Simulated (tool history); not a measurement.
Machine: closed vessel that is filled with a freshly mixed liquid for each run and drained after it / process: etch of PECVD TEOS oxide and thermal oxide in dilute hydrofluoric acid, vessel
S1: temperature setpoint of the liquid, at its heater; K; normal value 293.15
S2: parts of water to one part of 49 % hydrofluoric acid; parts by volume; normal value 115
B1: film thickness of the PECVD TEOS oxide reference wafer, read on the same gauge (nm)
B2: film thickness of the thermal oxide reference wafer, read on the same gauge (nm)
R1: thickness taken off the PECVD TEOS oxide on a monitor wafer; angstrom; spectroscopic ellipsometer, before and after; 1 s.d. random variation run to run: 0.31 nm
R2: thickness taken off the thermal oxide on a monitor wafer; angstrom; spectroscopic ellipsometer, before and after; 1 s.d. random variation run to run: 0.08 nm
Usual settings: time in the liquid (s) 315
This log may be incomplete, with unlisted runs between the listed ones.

{"run": 1, "hour": 0.0, "S1": 293.15, "S2": 115, "time in the liquid (s)": 315, "B1": 79.98, "B2": 150.02, "R1": 374.8, "R2": 127.5}
{"run": 2, "hour": 32.2, "S1": 293.15, "S2": 115, "time in the liquid (s)": 315, "B1": 79.99, "B2": 150.0, "R1": 377.9, "R2": 128.4}
{"run": 3, "hour": 67.3, "S1": 293.15, "S2": 115, "time in the liquid (s)": 240, "B1": 79.96, "B2": 150.02, "R1": 286.3, "R2": 97.2}
{"run": 4, "hour": 81.6, "S1": 295.15, "S2": 150, "time in the liquid (s)": 315, "B1": 79.99, "B2": 149.96, "R1": 297.8, "R2": 101.2}
{"run": 5, "hour": 110.2, "S1": 295.65, "S2": 100, "time in the liquid (s)": 315, "B1": 80.0, "B2": 149.98, "R1": 488.8, "R2": 164.7}
{"run": 6, "hour": 124.6, "S1": 293.15, "S2": 165, "time in the liquid (s)": 315, "B1": 80.02, "B2": 150.03, "R1": 246.5, "R2": 83.2}
{"run": 7, "hour": 158.7, "S1": 295.65, "S2": 115, "time in the liquid (s)": 315, "B1": 80.0, "B2": 150.03, "R1": 409.6, "R2": 142.6}
{"run": 8, "hour": 173.6, "S1": 296.65, "S2": 80, "time in the liquid (s)": 205, "B1": 79.98, "B2": 150.0, "R1": 411.9, "R2": 142.5}
{"run": 9, "hour": 199.3, "S1": 293.15, "S2": 115, "time in the liquid (s)": 315, "B1": 79.98, "B2": 150.0, "R1": 373.6, "R2": 127.0}
{"run": 10, "hour": 211.5, "S1": 296.65, "S2": 165, "time in the liquid (s)": 185, "B1": 80.0, "B2": 149.98, "R1": 162.4, "R2": 55.9}
{"hour": 242.3, "done": "thermometer replaced"}
{"run": 11, "hour": 296.1, "S1": 295.65, "S2": 155, "time in the liquid (s)": 315, "B1": 79.99, "B2": 150.0, "R1": 263.2, "R2": 89.2}
{"run": 12, "hour": 324.0, "S1": 293.15, "S2": 165, "time in the liquid (s)": 455, "B1": 79.98, "B2": 149.98, "R1": 322.0, "R2": 109.8}
{"hour": 333.3, "done": "gauge calibrated"}
{"run": 13, "hour": 396.1, "S1": 293.15, "S2": 115, "time in the liquid (s)": 315, "B1": 79.99, "B2": 149.96, "R1": 333.3, "R2": 113.9}
{"run": 14, "hour": 418.9, "S1": 290.15, "S2": 140, "time in the liquid (s)": 385, "B1": 79.98, "B2": 149.99, "R1": 293.3, "R2": 99.8}
{"run": 15, "hour": 433.6, "S1": 293.15, "S2": 75, "time in the liquid (s)": 315, "B1": 80.0, "B2": 149.98, "R1": 536.9, "R2": 183.9}
{"run": 16, "hour": 469.5, "S1": 293.15, "S2": 145, "time in the liquid (s)": 235, "B1": 80.01, "B2": 149.97, "R1": 186.5, "R2": 64.5}
{"run": 17, "hour": 484.7, "S1": 293.15, "S2": 115, "time in the liquid (s)": 315, "B1": 79.98, "B2": 149.99, "R1": 337.5, "R2": 113.2}
{"run": 18, "hour": 497.0, "S1": 293.15, "S2": 115, "time in the liquid (s)": 315, "B1": 80.02, "B2": 149.99, "R1": 326.4, "R2": 112.7}
{"hour": 541.3, "done": "hydrofluoric acid flow meter replaced"}
{"run": 19, "hour": 548.5, "S1": 297.15, "S2": 65, "time in the liquid (s)": 365, "B1": 79.98, "B2": 150.03, "R1": 889.2, "R2": 311.0}
{"run": 20, "hour": 562.8, "S1": 293.15, "S2": 145, "time in the liquid (s)": 190, "B1": 80.04, "B2": 149.96, "R1": 162.7, "R2": 55.3}
{"run": 21, "hour": 596.7, "S1": 296.65, "S2": 115, "time in the liquid (s)": 315, "B1": 80.02, "B2": 149.98, "R1": 398.1, "R2": 136.3}
{"run": 22, "hour": 625.3, "S1": 290.15, "S2": 170, "time in the liquid (s)": 315, "B1": 79.99, "B2": 150.01, "R1": 195.9, "R2": 67.2}
{"run": 23, "hour": 640.4, "S1": 296.65, "S2": 155, "time in the liquid (s)": 445, "B1": 80.02, "B2": 149.99, "R1": 395.0, "R2": 136.5}
{"run": 24, "hour": 673.2, "S1": 293.15, "S2": 115, "time in the liquid (s)": 315, "B1": 80.01, "B2": 149.96, "R1": 346.2, "R2": 118.6}
{"run": 25, "hour": 708.9, "S1": 293.15, "S2": 115, "time in the liquid (s)": 315, "B1": 79.96, "B2": 150.01, "R1": 348.3, "R2": 119.6}

5 ways to go on from here, each from the tool as it stands after run 25. What would each give?
{"run": "A", "hour": 709.6, "S1": 293.15, "S2": 115, "time in the liquid (s)": 405, "B1": "?", "B2": "?", "R1": "?", "R2": "?"}
{"run": "B", "hour": 709.6, "S1": 295.15, "S2": 140, "time in the liquid (s)": 245, "B1": "?", "B2": "?", "R1": "?", "R2": "?"}
{"run": "C", "hour": 709.6, "S1": 291.15, "S2": 175, "time in the liquid (s)": 480, "B1": "?", "B2": "?", "R1": "?", "R2": "?"}
{"run": "D", "hour": 709.6, "S1": 293.15, "S2": 175, "time in the liquid (s)": 315, "B1": "?", "B2": "?", "R1": "?", "R2": "?"}
{"run": "E", "hour": 709.6, "S1": 293.15, "S2": 145, "time in the liquid (s)": 315, "B1": "?", "B2": "?", "R1": "?", "R2": "?"}

run=A B1=79.96 B2=150.01 R1=447.5 R2=151.7
run=B B1=79.96 B2=150.01 R1=234.1 R2=79.3
run=C B1=79.96 B2=150.01 R1=302.0 R2=102.4
run=D B1=79.96 B2=150.01 R1=214.4 R2=72.7
run=E B1=79.96 B2=150.01 R1=267.1 R2=90.5
With the hidden condition removed and each run's random variation left untouched, the same runs would have given:
run=A R1=447.6 R2=151.7
run=B R1=234.4 R2=79.4
run=C R1=302.4 R2=102.5
run=D R1=214.8 R2=72.8
run=E R1=267.4 R2=90.6

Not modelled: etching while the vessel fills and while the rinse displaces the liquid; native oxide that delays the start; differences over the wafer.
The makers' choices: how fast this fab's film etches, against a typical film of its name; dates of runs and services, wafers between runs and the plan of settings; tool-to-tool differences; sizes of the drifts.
